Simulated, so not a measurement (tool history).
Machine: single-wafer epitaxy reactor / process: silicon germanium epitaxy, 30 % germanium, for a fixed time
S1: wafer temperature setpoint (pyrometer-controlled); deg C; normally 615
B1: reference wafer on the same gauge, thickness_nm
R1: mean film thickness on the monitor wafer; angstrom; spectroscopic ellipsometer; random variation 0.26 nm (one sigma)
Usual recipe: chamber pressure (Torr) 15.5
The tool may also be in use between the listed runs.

Run 1, hour 0: usual settings but S1 618 deg C; B1 76.673. Result: R1 733.75 angstrom.
Run 2, hour 43.1: usual settings; B1 76.698. Result: R1 695.95 angstrom.
Run 3, hour 93.1: usual settings; B1 76.653. Result: R1 699.9 angstrom.
Run 4, hour 127.9: usual settings; B1 76.729. Result: R1 696.35 angstrom.
Run 5, hour 183.1: usual settings; B1 76.708. Result: R1 698.29 angstrom.
Run 6, hour 243.4: usual settings; B1 76.693. Result: R1 700.92 angstrom.
Run 7, hour 294.1: usual settings; B1 76.664. Result: R1 698.82 angstrom.
Run 8, hour 358.1: usual settings; B1 76.681. Result: R1 699.35 angstrom.
Run 9, hour 405.8: usual settings; B1 76.721. Result: R1 705.56 angstrom.
Run 10, hour 436.2: usual settings; B1 76.817. Result: R1 703.64 angstrom.
Run 11, hour 460.6: usual settings; B1 76.669. Result: R1 698.46 angstrom.
Run 12, hour 485.9: usual settings; B1 76.699. Result: R1 699.65 angstrom.
Run 13, hour 527.3: usual settings but S1 606 deg C, chamber pressure (Torr) 12.9; B1 76.612. Result: R1 541.26 angstrom.
Run 14, hour 584.5: usual settings; B1 76.713. Result: R1 704.28 angstrom.
Run 15, hour 613.3: usual settings but S1 610 deg C, chamber pressure (Torr) 13.2; B1 76.767. Result: R1 590.03 angstrom.
Run 16, hour 701.7: usual settings; B1 76.696. Result: R1 708.5 angstrom.
Run 17, hour 742.1: usual settings but chamber pressure (Torr) 19.2; B1 76.745. Result: R1 791.51 angstrom.
Run 18, hour 798.6: usual settings but S1 626 deg C, chamber pressure (Torr) 13.5; B1 76.688. Result: R1 789.91 angstrom.
Run 19, hour 847: usual settings but S1 626 deg C, chamber pressure (Torr) 14.2; B1 76.638. Result: R1 810.47 angstrom.
Run 20, hour 898.9: usual settings but S1 627 deg C, chamber pressure (Torr) 13.5; B1 76.743. Result: R1 805.92 angstrom.
Run 21, hour 944.3: usual settings but chamber pressure (Torr) 13.1; B1 76.624. Result: R1 644.58 angstrom.
Run 22, hour 1009.9: usual settings but S1 600 deg C, chamber pressure (Torr) 18.7; B1 76.777. Result: R1 571.07 angstrom.
Run 23, hour 1032.6: usual settings but S1 606 deg C, chamber pressure (Torr) 12.9; B1 76.747. Result: R1 518.69 angstrom.
Run 24, hour 1094.1: usual settings; B1 76.766. Result: R1 680.87 angstrom.
Run 25, hour 1164.2: usual settings; B1 76.74. Result: R1 674.85 angstrom.
Run 26, hour 1226.6: usual settings but S1 625 deg C, chamber pressure (Torr) 13.7; B1 76.658. Result: R1 746 angstrom.
Run 27, hour 1277.1: usual settings; B1 76.681. Result: R1 679.74 angstrom.
Run 28, hour 1336.8: usual settings but S1 604 deg C, chamber pressure (Torr) 12.6; B1 76.689. Result: R1 494.38 angstrom.
Run 29, hour 1399.2: usual settings; B1 76.668. Result: R1 672.81 angstrom.
Run 30, hour 1439.1: usual settings but S1 619 deg C, chamber pressure (Torr) 18.9; B1 76.777. Result: R1 805.66 angstrom.
Run 31, hour 1485.1: usual settings but S1 628 deg C, chamber pressure (Torr) 12.8; B1 76.72. Result: R1 753.01 angstrom.
Run 32, hour 1553: usual settings but S1 630 deg C, chamber pressure (Torr) 13.6; B1 76.769. Result: R1 813.4 angstrom.
Run 33, hour 1577.6: usual settings but chamber pressure (Torr) 14; B1 76.731. Result: R1 638.59 angstrom.
Run 34, hour 1632.8: usual settings but chamber pressure (Torr) 12.6; B1 76.637. Result: R1 596.46 angstrom.
Run 35, hour 1678.6: usual settings but S1 604 deg C, chamber pressure (Torr) 13.5; B1 76.633. Result: R1 513.61 angstrom.
Run 36, hour 1748.5: usual settings; B1 76.688. Result: R1 677.71 angstrom.

Withheld: 5 entries from between the runs. Position of each, and hidden state at the listed run before versus the listed run after:
Run 4 -> run 5: pyrometer calibrated (hour 157.8)
  true pressure above the setpoint (%): 4.38 -> 4.6
  difference, measured minus the result without the unlogged condition, R1: +16.2 -> +17.02 angstrom
Run 19 -> run 20: gauge calibrated (hour 882)
  true pressure above the setpoint (%): 7.68 -> 7.95
  difference, measured minus the result without the unlogged condition, R1: +32.07 -> +32.96 angstrom
Run 21 -> run 22: capacitance manometer re-zeroed and calibrated (hour 1003.8); showerhead replaced (hour 1009.4)
  true pressure above the setpoint (%): 8.2 -> -1.58
  difference, measured minus the result without the unlogged condition, R1: +27.12 -> -5.06 angstrom
Run 23 -> run 24: pyrometer calibrated (hour 1081.6)
  true pressure above the setpoint (%): -1.58 -> -1.57
  difference, measured minus the result without the unlogged condition, R1: -4.59 -> -6 angstrom
